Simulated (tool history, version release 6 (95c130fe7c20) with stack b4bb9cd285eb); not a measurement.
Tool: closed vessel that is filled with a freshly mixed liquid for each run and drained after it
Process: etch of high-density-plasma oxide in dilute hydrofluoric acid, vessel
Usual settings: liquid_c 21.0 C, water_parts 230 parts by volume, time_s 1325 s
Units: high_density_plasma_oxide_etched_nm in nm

run    hour  liquid_c  water_parts  time_s  wafers since the last listed run  hours since the thermometer was replaced  hours since the hydrofluoric acid flow meter was replaced  hours since the gauge calibration  read-back film thickness of the high-density-plasma oxide reference wafer, read on the same gauge (nm)  high_density_plasma_oxide_etched_nm
  1     0.0      21.0          230    1325                                 0                                    1829.0                                                     1355.6                              413.1                                                                                                   59.99                                20.44
  2    64.5      23.0          230    1325                              2099                                    1893.5                                                     1420.1                              477.6                                                                                                   60.02                                21.86
  3   105.0      23.0          230    1325                              1318                                    1934.0                                                     1460.6                              518.1                                                                                                   60.02                                21.90
  4   144.2      23.0          230    1325                              1275                                    1973.2                                                     1499.8                              557.3                                                                                                   60.01                                21.82
  5   183.3      24.5          230    1325                              1272                                    2012.3                                                     1538.9                              596.4                                                                                                   60.03                                23.00
  6   211.9      21.0          285     975                               930                                    2040.9                                                     1567.5                              625.0                                                                                                   60.01                                11.44
  7   265.3      21.0          285     975                              1737                                    2094.3                                                     1620.9                              678.4                                                                                                   60.01                                11.43
  8   294.4      21.0          285     975                               947                                    2123.4                                                     1650.0                              707.5                                                                                                   60.02                                11.32
  9   359.1      19.0          230     710                              2105                                    2188.1                                                     1714.7                              772.2                                                                                                   59.98                                10.02
 10   402.1      19.0          230     710                              1399                                    2231.1                                                     1757.7                              815.2                                                                                                   60.00                                 9.97
 11   466.6      21.0          310    1325                              2099                                    2295.6                                                     1822.2                              879.7                                                                                                   60.00                                13.92
      509.4  -- hydrofluoric acid flow meter replaced
 12   532.2      17.0          345     730                              2102                                    2361.2                                                       22.8                              945.3                                                                                                   60.00                                 5.68
 13   565.2      25.5          120    1325                              1073                                    2394.2                                                       55.8                              978.3                                                                                                   59.98                                51.18
      572.2  -- gauge calibrated
 14   605.3      21.0          140    1325                              1305                                    2434.3                                                       95.9                               33.1                                                                                                   60.01                                35.49
 15   658.2      21.0          230    1325                              1721                                    2487.2                                                      148.8                               86.0                                                                                                   60.01                                19.79
 16   683.3      21.0          165    2095                               816                                    2512.3                                                      173.9                              111.1                                                                                                   60.00                                46.83
 17   708.2      26.0          230    1070                               810                                    2537.2                                                      198.8                              136.0                                                                                                   60.00                                19.35
      762.0  -- thermometer replaced
 18   766.3      18.0          300    1750                              1858                                       4.3                                                      256.9                              194.1                                                                                                   59.98                                18.38
 19   828.1      17.0          260    1640                              2011                                      66.1                                                      318.7                              255.9                                                                                                   60.06                                19.80
 20   865.0      25.0          335     555                              1200                                     103.0                                                      355.6                              292.8                                                                                                   60.01                                 6.47
 21   918.2      21.0          285     975                              1731                                     156.2                                                      408.8                              346.0                                                                                                   60.03                                12.08
 22   965.2      21.0          230    1325                              1529                                     203.2                                                      455.8                              393.0                                                                                                   59.99                                21.70
 23  1006.7      22.5          230     590                              1350                                     244.7                                                      497.3                              434.5                                                                                                   59.94                                10.11

Hidden state or all else? Some run-to-run changes of high_density_plasma_oxide_etched_nm, split into what the settings, what came in and random variation would give without the hidden state, and what is left for the hidden state (with any gauge scatter that isn't in both results):
The hidden state here: liquid colder than its thermometer reads (K); hydrofluoric acid flow above the setpoint (%); gauge reads high (%).
Run 12 -> 13: liquid_c 17.0 -> 25.5, water_parts 345 -> 120, time_s 730 -> 1325. high_density_plasma_oxide_etched_nm +45.50 nm: hidden state -4.28, all else +49.78.
Run 16 -> 17: liquid_c 21.0 -> 26.0, water_parts 165 -> 230, time_s 2095 -> 1070. high_density_plasma_oxide_etched_nm -27.48 nm: hidden state +2.90, all else -30.38.
